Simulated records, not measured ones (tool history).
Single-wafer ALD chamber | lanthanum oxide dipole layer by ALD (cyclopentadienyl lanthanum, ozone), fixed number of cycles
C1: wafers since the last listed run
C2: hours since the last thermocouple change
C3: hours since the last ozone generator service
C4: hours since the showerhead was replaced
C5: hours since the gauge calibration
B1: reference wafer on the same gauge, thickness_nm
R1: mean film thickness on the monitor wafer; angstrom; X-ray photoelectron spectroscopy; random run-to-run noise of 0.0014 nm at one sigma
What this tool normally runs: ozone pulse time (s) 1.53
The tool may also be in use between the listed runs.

Run 1, hour 0.0: usual settings; C1 0; C2 2479.1; C3 75.0; C4 2895.6; C5 290.3; B1 0.572. Result: R1 5.43 angstrom.
Run 2, hour 45.1: usual settings but ozone pulse time (s) 1.10; C1 574; C2 2524.2; C3 120.1; C4 2940.7; C5 335.4; B1 0.572. Result: R1 4.82 angstrom.
Run 3, hour 108.4: usual settings but ozone pulse time (s) 1.10; C1 806; C2 2587.5; C3 183.4; C4 3004.0; C5 398.7; B1 0.572. Result: R1 4.82 angstrom.
Run 4, hour 147.5: usual settings but ozone pulse time (s) 1.22; C1 498; C2 2626.6; C3 222.5; C4 3043.1; C5 437.8; B1 0.572. Result: R1 5.05 angstrom.
Run 5, hour 177.9: usual settings; C1 387; C2 2657.0; C3 252.9; C4 3073.5; C5 468.2; B1 0.572. Result: R1 5.42 angstrom.
Run 6, hour 247.9: usual settings; C1 892; C2 2727.0; C3 322.9; C4 3143.5; C5 538.2; B1 0.572. Result: R1 5.42 angstrom.
Run 7, hour 312.8: usual settings but ozone pulse time (s) 1.87; C1 827; C2 2791.9; C3 387.8; C4 3208.4; C5 603.1; B1 0.572. Result: R1 5.60 angstrom.
Run 8, hour 366.1: usual settings but ozone pulse time (s) 1.87; C1 679; C2 2845.2; C3 441.1; C4 3261.7; C5 656.4; B1 0.572. Result: R1 5.60 angstrom.
Run 9, hour 398.0: usual settings but ozone pulse time (s) 1.87; C1 406; C2 2877.1; C3 473.0; C4 3293.6; C5 688.3; B1 0.572. Result: R1 5.61 angstrom.
At hour 444.8: thermocouple changed; heater temperature recalibrated.
Run 10, hour 449.1: usual settings but ozone pulse time (s) 1.91; C1 549; C2 4.3; C3 524.1; C4 3344.7; C5 739.4; B1 0.572. Result: R1 5.59 angstrom.
At hour 474.7: gauge calibrated.
Run 11, hour 480.8: usual settings but ozone pulse time (s) 1.91; C1 404; C2 36.0; C3 555.8; C4 3376.4; C5 6.1; B1 0.572. Result: R1 5.61 angstrom.
Run 12, hour 517.9: usual settings; C1 472; C2 73.1; C3 592.9; C4 3413.5; C5 43.2; B1 0.572. Result: R1 5.38 angstrom.
Run 13, hour 561.6: usual settings; C1 557; C2 116.8; C3 636.6; C4 3457.2; C5 86.9; B1 0.572. Result: R1 5.39 angstrom.
Run 14, hour 619.0: usual settings but ozone pulse time (s) 1.89; C1 731; C2 174.2; C3 694.0; C4 3514.6; C5 144.3; B1 0.572. Result: R1 5.60 angstrom.
Run 15, hour 653.7: usual settings; C1 442; C2 208.9; C3 728.7; C4 3549.3; C5 179.0; B1 0.572. Result: R1 5.36 angstrom.
Run 16, hour 696.0: usual settings but ozone pulse time (s) 2.03; C1 539; C2 251.2; C3 771.0; C4 3591.6; C5 221.3; B1 0.572. Result: R1 5.62 angstrom.
At hour 780.1: showerhead replaced.
Run 17, hour 780.6: usual settings but ozone pulse time (s) 1.78; C1 976; C2 335.8; C3 855.6; C4 0.5; C5 305.9; B1 0.572. Result: R1 5.50 angstrom.
Run 18, hour 828.7: usual settings; C1 613; C2 383.9; C3 903.7; C4 48.6; C5 354.0; B1 0.572. Result: R1 5.35 angstrom.
Run 19, hour 891.2: usual settings but ozone pulse time (s) 2.01; C1 796; C2 446.4; C3 966.2; C4 111.1; C5 416.5; B1 0.572. Result: R1 5.60 angstrom.
Run 20, hour 925.4: usual settings; C1 435; C2 480.6; C3 1000.4; C4 145.3; C5 450.7; B1 0.571. Result: R1 5.32 angstrom.
At hour 960.2: ozone generator serviced.
Run 21, hour 991.4: usual settings but ozone pulse time (s) 1.23; C1 739; C2 546.6; C3 31.2; C4 211.3; C5 516.7; B1 0.573. Result: R1 5.08 angstrom.
Run 22, hour 1017.9: usual settings but ozone pulse time (s) 1.00; C1 337; C2 573.1; C3 57.7; C4 237.8; C5 543.2; B1 0.572. Result: R1 4.53 angstrom.
Run 23, hour 1061.4: usual settings but ozone pulse time (s) 2.02; C1 554; C2 616.6; C3 101.2; C4 281.3; C5 586.7; B1 0.572. Result: R1 5.65 angstrom.
Run 24, hour 1104.2: usual settings but ozone pulse time (s) 1.03; C1 545; C2 659.4; C3 144.0; C4 324.1; C5 629.5; B1 0.572. Result: R1 4.62 angstrom.
Run 25, hour 1147.1: usual settings but ozone pulse time (s) 1.26; C1 546; C2 702.3; C3 186.9; C4 367.0; C5 672.4; B1 0.572. Result: R1 5.10 angstrom.
At hour 1202.0: gauge calibrated.
Run 26, hour 1213.0: usual settings but ozone pulse time (s) 2.11; C1 840; C2 768.2; C3 252.8; C4 432.9; C5 11.0; B1 0.572. Result: R1 5.64 angstrom.
Run 27, hour 1240.3: usual settings; C1 347; C2 795.5; C3 280.1; C4 460.2; C5 38.3; B1 0.572. Result: R1 5.41 angstrom.

Predict each of these 5 candidate next runs independently; none follows another, all start after run 27:
Run A, hour 1240.7: usual settings; C1 5; C2 795.9; C3 280.5; C4 460.6; C5 38.7; B1 ?. Result: R1 ?.
Run B, hour 1240.7: usual settings but ozone pulse time (s) 0.96; C1 5; C2 795.9; C3 280.5; C4 460.6; C5 38.7; B1 ?. Result: R1 ?.
Run C, hour 1240.7: usual settings but ozone pulse time (s) 1.37; C1 5; C2 795.9; C3 280.5; C4 460.6; C5 38.7; B1 ?. Result: R1 ?.
Run D, hour 1240.7: usual settings but ozone pulse time (s) 1.07; C1 5; C2 795.9; C3 280.5; C4 460.6; C5 38.7; B1 ?. Result: R1 ?.
Run E, hour 1240.7: usual settings but ozone pulse time (s) 0.98; C1 5; C2 795.9; C3 280.5; C4 460.6; C5 38.7; B1 ?. Result: R1 ?.

run     B1    R1
  A  0.572  5.40
  B  0.572  4.33
  C  0.572  5.23
  D  0.572  4.67
  E  0.572  4.40
Had the tool no hidden state, the same runs would have come out as:
run    R1
  A  5.46
  B  4.47
  C  5.31
  D  4.79
  E  4.53

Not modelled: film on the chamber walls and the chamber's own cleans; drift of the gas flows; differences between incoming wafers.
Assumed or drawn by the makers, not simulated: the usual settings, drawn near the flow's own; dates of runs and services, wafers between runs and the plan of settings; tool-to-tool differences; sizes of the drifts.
